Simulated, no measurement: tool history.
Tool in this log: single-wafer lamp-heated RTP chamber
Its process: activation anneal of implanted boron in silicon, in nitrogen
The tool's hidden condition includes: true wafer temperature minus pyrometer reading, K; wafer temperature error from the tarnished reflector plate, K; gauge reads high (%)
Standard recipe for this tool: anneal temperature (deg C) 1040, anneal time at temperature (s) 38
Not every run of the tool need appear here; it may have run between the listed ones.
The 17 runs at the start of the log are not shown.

| run | hour | anneal temperature (deg C) | anneal time at temperature (s) | wafers since the last listed run | wafers since the last pyrometer calibration | wafers since the reflector plate was cleaned | hours since the gauge calibration | read-back reference wafer on the same gauge, sheet resistance | sheet resistance of the implanted and annealed layer (ohm/square) |
|---|---|---|---|---|---|---|---|---|---|
|  | 238.4 | gauge calibrated |
| 18 | 249.4 | 1020 | 32 | 228 | 958 | 6648 | 11 | 237.77 | 246.85 |
| 19 | 256.1 | 1020 | 32 | 98 | 1056 | 6746 | 17.7 | 237.57 | 246.15 |
| 20 | 271.1 | 1040 | 59 | 221 | 1277 | 6968 | 32.7 | 237.69 | 241.9 |
| 21 | 282.1 | 1019 | 28 | 162 | 1440 | 7130 | 43.7 | 237.6 | 247.09 |
| 22 | 291.9 | 1019 | 29 | 144 | 1584 | 7274 | 53.5 | 237.51 | 247.03 |
| 23 | 300.8 | 1024 | 59 | 131 | 1715 | 7406 | 62.4 | 237.41 | 243.77 |
| 24 | 310.8 | 1040 | 38 | 147 | 1863 | 7553 | 72.4 | 237.51 | 244.32 |
| 25 | 342.4 | 1070 | 49 | 465 | 2329 | 8019 | 104 | 237.48 | 238.52 |
|  | 359.8 | reflector plate cleaned |
| 26 | 360.3 | 1015 | 53 | 145 | 2475 | 8 | 121.9 | 237.31 | 245 |
| 27 | 368.3 | 1040 | 60 | 117 | 2593 | 125 | 129.9 | 237.23 | 242.15 |
| 28 | 382.3 | 1060 | 52 | 206 | 2799 | 332 | 143.9 | 237.24 | 240.05 |
| 29 | 391.7 | 1057 | 59 | 138 | 2938 | 471 | 153.3 | 237.21 | 238.68 |
| 30 | 410.4 | 1032 | 26 | 275 | 3214 | 746 | 172 | 237.15 | 245.71 |
| 31 | 417.2 | 1011 | 20 | 100 | 3314 | 847 | 178.8 | 237.09 | 247.69 |
| 32 | 426.4 | 1060 | 27 | 135 | 3449 | 982 | 188 | 237.11 | 242.55 |
| 33 | 436.1 | 1040 | 38 | 143 | 3593 | 1125 | 197.7 | 237.1 | 243.34 |
| 34 | 447.9 | 1040 | 19 | 173 | 3767 | 1299 | 209.5 | 236.99 | 245.28 |
| 35 | 454.4 | 1040 | 38 | 95 | 3862 | 1395 | 216 | 237.05 | 242.77 |
| 36 | 468.8 | 1011 | 20 | 212 | 4075 | 1607 | 230.4 | 236.99 | 248.12 |
| 37 | 479.5 | 1024 | 46 | 157 | 4232 | 1765 | 241.1 | 236.92 | 243.42 |
| 38 | 492.6 | 1069 | 55 | 193 | 4426 | 1958 | 254.2 | 236.89 | 238.34 |

Each row is a separate what-if for the run after 38, all from the same tool condition, not one after another. Results?
| A | 493 | 1065 | 38 | 5 | 4432 | 1964 | 254.6 | ? | ? |
| B | 493 | 1040 | 44 | 5 | 4432 | 1964 | 254.6 | ? | ? |
| C | 493 | 1040 | 32 | 5 | 4432 | 1964 | 254.6 | ? | ? |

| run | read-back reference wafer on the same gauge, sheet resistance | sheet resistance of the implanted and annealed layer (ohm/square) |
|---|---|---|
| A | 236.97 | 240.61 |
| B | 236.97 | 242.64 |
| C | 236.97 | 244 |
What these runs would have given with no unlogged condition in the tool:
| run | sheet resistance of the implanted and annealed layer (ohm/square) |
|---|---|
| A | 241.76 |
| B | 243.8 |
| C | 245.17 |

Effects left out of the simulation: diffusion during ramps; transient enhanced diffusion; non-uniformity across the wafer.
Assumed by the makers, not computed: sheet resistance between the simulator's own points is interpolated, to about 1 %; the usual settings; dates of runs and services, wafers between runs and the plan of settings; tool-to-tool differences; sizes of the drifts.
